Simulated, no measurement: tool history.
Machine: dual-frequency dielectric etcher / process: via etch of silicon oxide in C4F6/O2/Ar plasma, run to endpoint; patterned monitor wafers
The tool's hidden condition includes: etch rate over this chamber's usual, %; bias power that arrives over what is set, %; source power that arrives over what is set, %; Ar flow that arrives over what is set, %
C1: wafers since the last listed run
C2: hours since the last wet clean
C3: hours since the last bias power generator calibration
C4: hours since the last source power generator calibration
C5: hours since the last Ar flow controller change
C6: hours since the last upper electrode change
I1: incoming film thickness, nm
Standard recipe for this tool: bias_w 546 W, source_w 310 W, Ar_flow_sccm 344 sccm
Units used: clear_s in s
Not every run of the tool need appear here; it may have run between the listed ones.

{"run": 1, "hour": 0.0, "bias_w": 546, "source_w": 310, "Ar_flow_sccm": 344, "C1": 0, "C2": 31.6, "C3": 1085.9, "C4": 3051.4, "C5": 1842.2, "C6": 2337.2, "I1": 63, "clear_s": 15.9}
{"run": 2, "hour": 61.4, "bias_w": 546, "source_w": 310, "Ar_flow_sccm": 344, "C1": 626, "C2": 93, "C3": 1147.3, "C4": 3112.8, "C5": 1903.6, "C6": 2398.6, "I1": 64, "clear_s": 16.1}
{"run": 3, "hour": 110.9, "bias_w": 546, "source_w": 310, "Ar_flow_sccm": 344, "C1": 505, "C2": 142.5, "C3": 1196.8, "C4": 3162.3, "C5": 1953.1, "C6": 2448.1, "I1": 63.7, "clear_s": 16.1}
{"run": 4, "hour": 154.2, "bias_w": 546, "source_w": 310, "Ar_flow_sccm": 344, "C1": 442, "C2": 185.8, "C3": 1240.1, "C4": 3205.6, "C5": 1996.4, "C6": 2491.4, "I1": 64.1, "clear_s": 16.1}
{"run": 5, "hour": 240.8, "bias_w": 546, "source_w": 260, "Ar_flow_sccm": 381, "C1": 884, "C2": 272.4, "C3": 1326.7, "C4": 3292.2, "C5": 2083, "C6": 2578, "I1": 63.1, "clear_s": 17}
{"run": 6, "hour": 304.2, "bias_w": 546, "source_w": 260, "Ar_flow_sccm": 344, "C1": 647, "C2": 335.8, "C3": 1390.1, "C4": 3355.6, "C5": 2146.4, "C6": 2641.4, "I1": 64, "clear_s": 17.1}
{"run": 7, "hour": 361.5, "bias_w": 546, "source_w": 310, "Ar_flow_sccm": 344, "C1": 584, "C2": 393.1, "C3": 1447.4, "C4": 3412.9, "C5": 2203.7, "C6": 2698.7, "I1": 63.3, "clear_s": 15.8}
{"run": 8, "hour": 401.3, "bias_w": 546, "source_w": 310, "Ar_flow_sccm": 344, "C1": 406, "C2": 432.9, "C3": 1487.2, "C4": 3452.7, "C5": 2243.5, "C6": 2738.5, "I1": 63.7, "clear_s": 16.1}
{"run": 9, "hour": 578.3, "bias_w": 605, "source_w": 310, "Ar_flow_sccm": 344, "C1": 1807, "C2": 609.9, "C3": 1664.2, "C4": 3629.7, "C5": 2420.5, "C6": 2915.5, "I1": 63.7, "clear_s": 15.3}
{"hour": 623.7, "done": "wet clean of the chamber"}
{"hour": 651.7, "done": "upper electrode replaced"}
{"run": 10, "hour": 662.8, "bias_w": 605, "source_w": 310, "Ar_flow_sccm": 344, "C1": 372, "C2": 39.1, "C3": 1748.7, "C4": 3714.2, "C5": 2505, "C6": 11.1, "I1": 64.2, "clear_s": 15.7}
{"hour": 666.9, "done": "bias power generator calibrated"}
{"run": 11, "hour": 705.6, "bias_w": 546, "source_w": 310, "Ar_flow_sccm": 344, "C1": 396, "C2": 81.9, "C3": 38.7, "C4": 3757, "C5": 2547.8, "C6": 53.9, "I1": 62.9, "clear_s": 15.6}
{"run": 12, "hour": 794.1, "bias_w": 546, "source_w": 390, "Ar_flow_sccm": 428, "C1": 903, "C2": 170.4, "C3": 127.2, "C4": 3845.5, "C5": 2636.3, "C6": 142.4, "I1": 63, "clear_s": 14.9}
{"run": 13, "hour": 851.9, "bias_w": 546, "source_w": 250, "Ar_flow_sccm": 344, "C1": 590, "C2": 228.2, "C3": 185, "C4": 3903.3, "C5": 2694.1, "C6": 200.2, "I1": 63.2, "clear_s": 17.1}
{"run": 14, "hour": 910.8, "bias_w": 546, "source_w": 310, "Ar_flow_sccm": 309, "C1": 601, "C2": 287.1, "C3": 243.9, "C4": 3962.2, "C5": 2753, "C6": 259.1, "I1": 64.6, "clear_s": 15.9}
{"hour": 956.7, "done": "Ar flow controller replaced"}
{"run": 15, "hour": 997.7, "bias_w": 490, "source_w": 310, "Ar_flow_sccm": 388, "C1": 825, "C2": 374, "C3": 330.8, "C4": 4049.1, "C5": 41, "C6": 346, "I1": 63.2, "clear_s": 16.8}
{"hour": 1028.9, "done": "source power generator calibrated"}
{"run": 16, "hour": 1035.0, "bias_w": 490, "source_w": 310, "Ar_flow_sccm": 388, "C1": 339, "C2": 411.3, "C3": 368.1, "C4": 6.1, "C5": 78.3, "C6": 383.3, "I1": 63.2, "clear_s": 16.6}
{"run": 17, "hour": 1086.9, "bias_w": 546, "source_w": 380, "Ar_flow_sccm": 292, "C1": 529, "C2": 463.2, "C3": 420, "C4": 58, "C5": 130.2, "C6": 435.2, "I1": 62.9, "clear_s": 14.1}
{"run": 18, "hour": 1139.9, "bias_w": 546, "source_w": 310, "Ar_flow_sccm": 393, "C1": 541, "C2": 516.2, "C3": 473, "C4": 111, "C5": 183.2, "C6": 488.2, "I1": 63.7, "clear_s": 16.1}
{"hour": 1179.1, "done": "wet clean of the chamber"}
{"run": 19, "hour": 1193.1, "bias_w": 546, "source_w": 340, "Ar_flow_sccm": 392, "C1": 298, "C2": 14, "C3": 526.2, "C4": 164.2, "C5": 236.4, "C6": 541.4, "I1": 63.8, "clear_s": 15.8}
{"run": 20, "hour": 1266.2, "bias_w": 485, "source_w": 380, "Ar_flow_sccm": 266, "C1": 746, "C2": 87.1, "C3": 599.3, "C4": 237.3, "C5": 309.5, "C6": 614.5, "I1": 63.6, "clear_s": 14.7}
{"run": 21, "hour": 1310.9, "bias_w": 546, "source_w": 310, "Ar_flow_sccm": 414, "C1": 456, "C2": 131.8, "C3": 644, "C4": 282, "C5": 354.2, "C6": 659.2, "I1": 64.2, "clear_s": 16.3}

Each row is a separate what-if for the run after 21, all from the same tool condition, not one after another. Results?
{"run": "A", "hour": 1311.3, "bias_w": 546, "source_w": 310, "Ar_flow_sccm": 344, "C1": 4, "C2": 132.2, "C3": 644.4, "C4": 282.4, "C5": 354.6, "C6": 659.6, "I1": 63.6, "clear_s": "?"}
{"run": "B", "hour": 1311.3, "bias_w": 437, "source_w": 310, "Ar_flow_sccm": 305, "C1": 4, "C2": 132.2, "C3": 644.4, "C4": 282.4, "C5": 354.6, "C6": 659.6, "I1": 63.6, "clear_s": "?"}
{"run": "C", "hour": 1311.3, "bias_w": 546, "source_w": 310, "Ar_flow_sccm": 375, "C1": 4, "C2": 132.2, "C3": 644.4, "C4": 282.4, "C5": 354.6, "C6": 659.6, "I1": 63.6, "clear_s": "?"}

run=A clear_s=15.9
run=B clear_s=16.8
run=C clear_s=16.1
Without the tool's unlogged condition, the same runs would have read:
run=A clear_s=15.9
run=B clear_s=16.8
run=C clear_s=16.1
